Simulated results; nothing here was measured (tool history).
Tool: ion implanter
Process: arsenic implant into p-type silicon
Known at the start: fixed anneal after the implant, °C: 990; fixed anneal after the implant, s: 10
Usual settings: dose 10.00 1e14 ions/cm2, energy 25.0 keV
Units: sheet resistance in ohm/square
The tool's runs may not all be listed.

run,day,dose,energy,wafers since the last listed run,hours since the last dose calibration,hours since the extraction supply was calibrated,hours since the gauge calibration,"read-back reference wafer on the same gauge, sheet resistance",sheet resistance
1,0.000,10.00,25.0,0,627.3,1617.5,234.9,120.07,142.24
2,3.167,10.00,25.0,846,703.3,1693.5,310.9,119.92,142.59
3,6.108,10.00,25.0,786,773.9,1764.1,381.5,120.13,142.80
4,7.925,10.00,25.0,485,817.5,1807.7,425.1,120.15,142.84
5,10.092,10.00,25.0,579,869.5,1859.7,477.1,119.77,142.12
6,11.746,10.00,25.0,442,909.2,1899.4,516.8,119.92,142.03
7,14.300,10.00,25.0,682,970.5,1960.7,578.1,119.90,143.02
8,16.846,9.33,25.0,680,1031.6,2021.8,639.2,120.10,147.70
9,21.892,9.33,25.0,1348,1152.7,2142.9,760.3,119.91,147.23
10,23.654,9.03,25.0,471,1195.0,2185.2,802.6,120.26,150.50
# day 24.425: extraction supply calibrated
11,25.054,8.86,32.5,285,1228.6,15.1,836.2,120.20,141.10

The next listed run, before its measurement:
12,27.083,10.00,25.0,542,1277.3,63.8,884.9,?,?

read-back reference wafer on the same gauge, sheet resistance: 119.96
sheet resistance: 142.72 ohm/square
Without the tool's hidden state the same run would have given sheet resistance 139.91 ohm/square.
